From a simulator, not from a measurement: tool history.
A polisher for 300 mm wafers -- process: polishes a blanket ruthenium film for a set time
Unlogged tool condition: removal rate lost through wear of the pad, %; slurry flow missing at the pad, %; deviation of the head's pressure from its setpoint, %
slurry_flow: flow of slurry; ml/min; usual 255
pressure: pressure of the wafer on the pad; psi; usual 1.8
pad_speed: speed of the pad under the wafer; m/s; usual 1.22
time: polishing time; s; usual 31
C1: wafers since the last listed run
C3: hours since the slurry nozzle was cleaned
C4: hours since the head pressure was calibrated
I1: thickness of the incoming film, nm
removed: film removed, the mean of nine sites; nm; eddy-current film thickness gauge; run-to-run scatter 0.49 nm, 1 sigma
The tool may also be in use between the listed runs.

run 1 hour=0 | slurry_flow=255 pressure=1.8 pad_speed=1.22 time=31 | C1=0 wafers_polished_on_this_pad=93 C3=63.6 C4=44.1 | I1=622.3 | removed=43.4
run 2 hour=98.3 | slurry_flow=255 pressure=1.8 pad_speed=1.22 time=31 | C1=883 wafers_polished_on_this_pad=977 C3=161.9 C4=142.4 | I1=628.7 | removed=41.7
-- hour=146.8 slurry nozzle cleaned
run 3 hour=167.4 | slurry_flow=255 pressure=1.8 pad_speed=1.22 time=31 | C1=612 wafers_polished_on_this_pad=1589 C3=20.6 C4=211.5 | I1=622.5 | removed=43
-- hour=204.5 worn pad replaced by a new one
run 4 hour=241.7 | slurry_flow=255 pressure=1.8 pad_speed=1.22 time=31 | C1=631 wafers_polished_on_this_pad=334 C3=94.9 C4=285.8 | I1=620.3 | removed=42.7
run 5 hour=300.9 | slurry_flow=255 pressure=1.8 pad_speed=1.22 time=31 | C1=532 wafers_polished_on_this_pad=867 C3=154.1 C4=345 | I1=620.7 | removed=43
-- hour=351.5 slurry nozzle cleaned
run 6 hour=396.4 | slurry_flow=255 pressure=1.8 pad_speed=1.22 time=31 | C1=849 wafers_polished_on_this_pad=1716 C3=44.9 C4=440.5 | I1=621.2 | removed=42.8
-- hour=402.3 worn pad replaced by a new one
-- hour=432.2 head pressure recalibrated
run 7 hour=502.1 | slurry_flow=255 pressure=1.8 pad_speed=1.22 time=31 | C1=896 wafers_polished_on_this_pad=879 C3=150.6 C4=69.9 | I1=613.3 | removed=41.5
-- hour=560.8 slurry nozzle cleaned
run 8 hour=577 | slurry_flow=185 pressure=1.8 pad_speed=1.22 time=31 | C1=664 wafers_polished_on_this_pad=1543 C3=16.2 C4=144.8 | I1=622.6 | removed=41.7
-- hour=581.5 worn pad replaced by a new one
run 9 hour=653.2 | slurry_flow=285 pressure=1.8 pad_speed=0.94 time=26 | C1=649 wafers_polished_on_this_pad=644 C3=92.4 C4=221 | I1=621.3 | removed=29.8
run 10 hour=692.7 | slurry_flow=255 pressure=1.8 pad_speed=1.22 time=31 | C1=355 wafers_polished_on_this_pad=1000 C3=131.9 C4=260.5 | I1=616.9 | removed=42.6
run 11 hour=731.7 | slurry_flow=195 pressure=1.8 pad_speed=1.22 time=31 | C1=350 wafers_polished_on_this_pad=1350 C3=170.9 C4=299.5 | I1=624.4 | removed=39.7
-- hour=754.3 slurry nozzle cleaned
-- hour=772.9 worn pad replaced by a new one
-- hour=825.9 head pressure recalibrated
run 12 hour=828.5 | slurry_flow=255 pressure=1.8 pad_speed=1.22 time=31 | C1=807 wafers_polished_on_this_pad=482 C3=74.2 C4=2.6 | I1=621.8 | removed=42.4
run 13 hour=929.6 | slurry_flow=255 pressure=1.3 pad_speed=1.22 time=35 | C1=908 wafers_polished_on_this_pad=1390 C3=175.3 C4=103.7 | I1=625.7 | removed=33.8
-- hour=947.6 slurry nozzle cleaned
-- hour=953.6 worn pad replaced by a new one
run 14 hour=1004 | slurry_flow=325 pressure=1.8 pad_speed=1.22 time=40 | C1=623 wafers_polished_on_this_pad=453 C3=56.4 C4=178.1 | I1=619.3 | removed=56.7

What differs in the tool's unlogged condition from the final listed run ahead of each entry between runs to the first listed run following it?
Run 2 -> run 3: slurry nozzle cleaned (hour 146.8)
  slurry flow missing at the pad, %: 30.3 -> 2.96
  measured value less the no-hidden-state value, removed: -2.2 -> -0.1 nm
Run 3 -> run 4: worn pad replaced by a new one (hour 204.5)
  slurry flow missing at the pad, %: 2.96 -> 10.6
  measured value less the no-hidden-state value, removed: -0.1 -> -0.5 nm
Run 5 -> run 6: slurry nozzle cleaned (hour 351.5)
  slurry flow missing at the pad, %: 23.6 -> 6.18
  measured value less the no-hidden-state value, removed: -1.6 -> -0.4 nm
Run 6 -> run 7: worn pad replaced by a new one (hour 402.3); head pressure recalibrated (hour 432.2)
  slurry flow missing at the pad, %: 6.18 -> 24.5
  measured value less the no-hidden-state value, removed: -0.4 -> -1.6 nm
Run 7 -> run 8: slurry nozzle cleaned (hour 560.8)
  slurry flow missing at the pad, %: 24.5 -> 0.582
  measured value less the no-hidden-state value, removed: -1.6 -> +0 nm
Run 8 -> run 9: worn pad replaced by a new one (hour 581.5)
  slurry flow missing at the pad, %: 0.582 -> 7.91
  measured value less the no-hidden-state value, removed: +0 -> -0.3 nm
Run 11 -> run 12: slurry nozzle cleaned (hour 754.3); worn pad replaced by a new one (hour 772.9); head pressure recalibrated (hour 825.9)
  slurry flow missing at the pad, %: 26.2 -> 6.95
  measured value less the no-hidden-state value, removed: -2.2 -> -0.4 nm
Run 13 -> run 14: slurry nozzle cleaned (hour 947.6); worn pad replaced by a new one (hour 953.6)
  slurry flow missing at the pad, %: 29.3 -> 12
  measured value less the no-hidden-state value, removed: -1.7 -> -0.7 nm

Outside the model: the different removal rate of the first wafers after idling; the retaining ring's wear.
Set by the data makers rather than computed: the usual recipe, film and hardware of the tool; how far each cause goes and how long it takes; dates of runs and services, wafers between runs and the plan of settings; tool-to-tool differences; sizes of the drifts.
